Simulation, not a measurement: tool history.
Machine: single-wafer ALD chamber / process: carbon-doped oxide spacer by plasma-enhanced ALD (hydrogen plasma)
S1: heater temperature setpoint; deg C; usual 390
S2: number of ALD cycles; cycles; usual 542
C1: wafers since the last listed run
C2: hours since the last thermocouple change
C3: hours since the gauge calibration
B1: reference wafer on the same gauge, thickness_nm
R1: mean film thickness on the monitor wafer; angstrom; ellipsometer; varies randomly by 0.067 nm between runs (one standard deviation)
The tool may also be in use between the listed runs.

| run | hour | S1 | S2 | C1 | C2 | C3 | B1 | R1 |
|---|---|---|---|---|---|---|---|---|
| 1 | 0.0 | 390 | 542 | 0 | 1615.9 | 305.5 | 25.763 | 269.55 |
| 2 | 8.2 | 390 | 542 | 4 | 1624.1 | 313.7 | 25.743 | 269.06 |
| 3 | 48.9 | 390 | 542 | 22 | 1664.8 | 354.4 | 25.790 | 269.35 |
| 4 | 55.2 | 390 | 542 | 3 | 1671.1 | 360.7 | 25.761 | 270.45 |
| 5 | 62.1 | 390 | 542 | 3 | 1678.0 | 367.6 | 25.822 | 269.49 |
| 6 | 90.3 | 390 | 542 | 15 | 1706.2 | 395.8 | 25.843 | 270.55 |
| 7 | 105.8 | 390 | 542 | 8 | 1721.7 | 411.3 | 25.840 | 269.49 |
| 8 | 120.2 | 390 | 463 | 7 | 1736.1 | 425.7 | 25.868 | 231.03 |
| 9 | 129.1 | 390 | 463 | 4 | 1745.0 | 434.6 | 25.896 | 231.82 |
| 10 | 143.2 | 380 | 542 | 7 | 1759.1 | 448.7 | 25.878 | 270.29 |
| 11 | 150.6 | 380 | 542 | 4 | 1766.5 | 456.1 | 25.895 | 270.65 |
| 12 | 165.6 | 390 | 468 | 8 | 1781.5 | 471.1 | 25.905 | 233.51 |
| 13 | 172.4 | 390 | 468 | 3 | 1788.3 | 477.9 | 25.919 | 233.83 |
| 14 | 184.8 | 390 | 468 | 6 | 1800.7 | 490.3 | 25.949 | 233.77 |
| 15 | 199.0 | 394 | 489 | 7 | 1814.9 | 504.5 | 25.906 | 243.90 |
| 16 | 211.1 | 394 | 489 | 6 | 1827.0 | 516.6 | 25.949 | 244.26 |
|  | 213.6 | gauge calibrated |
| 17 | 228.7 | 390 | 542 | 9 | 1844.6 | 15.1 | 25.471 | 266.62 |
| 18 | 239.0 | 390 | 542 | 5 | 1854.9 | 25.4 | 25.494 | 265.55 |
| 19 | 289.8 | 390 | 542 | 28 | 1905.7 | 76.2 | 25.515 | 266.72 |
| 20 | 298.4 | 390 | 542 | 4 | 1914.3 | 84.8 | 25.494 | 267.16 |
| 21 | 312.7 | 387 | 502 | 7 | 1928.6 | 99.1 | 25.540 | 246.90 |
|  | 335.0 | thermocouple changed; heater temperature recalibrated |
| 22 | 335.5 | 397 | 606 | 8 | 0.5 | 121.9 | 25.557 | 298.17 |
| 23 | 339.3 | 381 | 624 | 2 | 4.3 | 125.7 | 25.580 | 307.83 |
| 24 | 356.0 | 401 | 604 | 9 | 21.0 | 142.4 | 25.603 | 297.31 |
| 25 | 366.4 | 387 | 502 | 5 | 31.4 | 152.8 | 25.604 | 247.37 |
| 26 | 377.9 | 390 | 542 | 6 | 42.9 | 164.3 | 25.600 | 267.54 |
| 27 | 385.7 | 390 | 633 | 4 | 50.7 | 172.1 | 25.627 | 311.76 |
| 28 | 402.5 | 396 | 649 | 9 | 67.5 | 188.9 | 25.662 | 320.64 |
| 29 | 411.8 | 378 | 443 | 5 | 76.8 | 198.2 | 25.642 | 218.28 |
| 30 | 426.4 | 404 | 453 | 8 | 91.4 | 212.8 | 25.642 | 222.98 |
| 31 | 441.1 | 390 | 542 | 8 | 106.1 | 227.5 | 25.671 | 268.99 |
| 32 | 459.1 | 390 | 493 | 9 | 124.1 | 245.5 | 25.708 | 243.51 |
| 33 | 475.5 | 390 | 574 | 9 | 140.5 | 261.9 | 25.732 | 284.06 |
| 34 | 489.8 | 390 | 542 | 7 | 154.8 | 276.2 | 25.710 | 269.95 |
| 35 | 497.1 | 390 | 608 | 4 | 162.1 | 283.5 | 25.731 | 301.10 |
| 36 | 506.2 | 390 | 542 | 5 | 171.2 | 292.6 | 25.734 | 269.60 |
| 37 | 537.0 | 383 | 648 | 16 | 202.0 | 323.4 | 25.771 | 321.64 |
| 38 | 547.0 | 383 | 494 | 5 | 212.0 | 333.4 | 25.806 | 245.35 |
| 39 | 562.8 | 390 | 542 | 8 | 227.8 | 349.2 | 25.804 | 270.60 |
| 40 | 575.0 | 381 | 474 | 6 | 240.0 | 361.4 | 25.822 | 236.25 |
| 41 | 581.5 | 381 | 624 | 3 | 246.5 | 367.9 | 25.829 | 310.05 |
| 42 | 587.5 | 385 | 542 | 3 | 252.5 | 373.9 | 25.864 | 269.94 |
| 43 | 598.3 | 399 | 611 | 5 | 263.3 | 384.7 | 25.832 | 303.73 |

Predict each of these 4 candidate next runs independently; none follows another, all start after run 43:
| A | 599.5 | 403 | 542 | 0 | 264.5 | 385.9 | ? | ? |
| B | 599.5 | 382 | 453 | 0 | 264.5 | 385.9 | ? | ? |
| C | 599.5 | 402 | 585 | 0 | 264.5 | 385.9 | ? | ? |
| D | 599.5 | 384 | 512 | 0 | 264.5 | 385.9 | ? | ? |

| run | B1 | R1 |
|---|---|---|
| A | 25.878 | 268.05 |
| B | 25.878 | 225.01 |
| C | 25.878 | 290.08 |
| D | 25.878 | 254.31 |
Stripped of hidden state, with their random variation kept, the same runs would have yielded:
| run | R1 |
|---|---|
| A | 264.50 |
| B | 222.02 |
| C | 286.24 |
| D | 250.94 |
